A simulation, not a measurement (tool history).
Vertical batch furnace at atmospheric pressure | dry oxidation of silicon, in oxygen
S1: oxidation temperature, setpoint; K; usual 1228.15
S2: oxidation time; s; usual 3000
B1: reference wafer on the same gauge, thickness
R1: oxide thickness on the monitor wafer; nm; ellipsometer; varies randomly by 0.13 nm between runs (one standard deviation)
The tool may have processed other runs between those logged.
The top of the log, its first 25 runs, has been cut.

| run | hour | S1 | S2 | B1 | R1 |
|---|---|---|---|---|---|
| 26 | 1341.7 | 1217.15 | 4290 | 28.72 | 30.65 |
| 27 | 1394.4 | 1221.15 | 3810 | 28.7 | 29.44 |
| 28 | 1454 | 1228.15 | 4290 | 28.72 | 34.35 |
| 29 | 1482.5 | 1248.15 | 3000 | 28.7 | 32.13 |
| 30 | 1526.6 | 1228.15 | 3000 | 28.72 | 26.8 |
| 31 | 1585.1 | 1206.15 | 3000 | 28.68 | 21.27 |
| 32 | 1640.5 | 1211.15 | 2040 | 28.65 | 17.4 |
| 33 | 1690.9 | 1242.15 | 1530 | 28.69 | 20.2 |
| 34 | 1723.4 | 1246.15 | 3960 | 28.68 | 37.52 |
| 35 | 1786.9 | 1205.15 | 1830 | 28.7 | 14.94 |
| 36 | 1828.4 | 1228.15 | 3000 | 28.71 | 26.65 |
| 37 | 1856.4 | 1228.15 | 3000 | 28.72 | 26.79 |
| 38 | 1932.6 | 1228.15 | 3000 | 28.72 | 26.58 |

Alternative continuations, all from the tool just after run 38; predict every row:
| A | 1937.5 | 1222.15 | 3000 | ? | ? |
| B | 1937.5 | 1212.15 | 1620 | ? | ? |
| C | 1937.5 | 1218.15 | 4290 | ? | ? |
| D | 1937.5 | 1228.15 | 2370 | ? | ? |
| E | 1937.5 | 1237.15 | 3000 | ? | ? |

| run | B1 | R1 |
|---|---|---|
| A | 28.69 | 25.15 |
| B | 28.69 | 15.04 |
| C | 28.69 | 30.53 |
| D | 28.69 | 23.12 |
| E | 28.69 | 29.42 |
The same runs, with their run-to-run variation unchanged, on a tool lacking any hidden condition would have given:
| run | R1 |
|---|---|
| A | 26.23 |
| B | 15.68 |
| C | 31.8 |
| D | 24.11 |
| E | 30.38 |
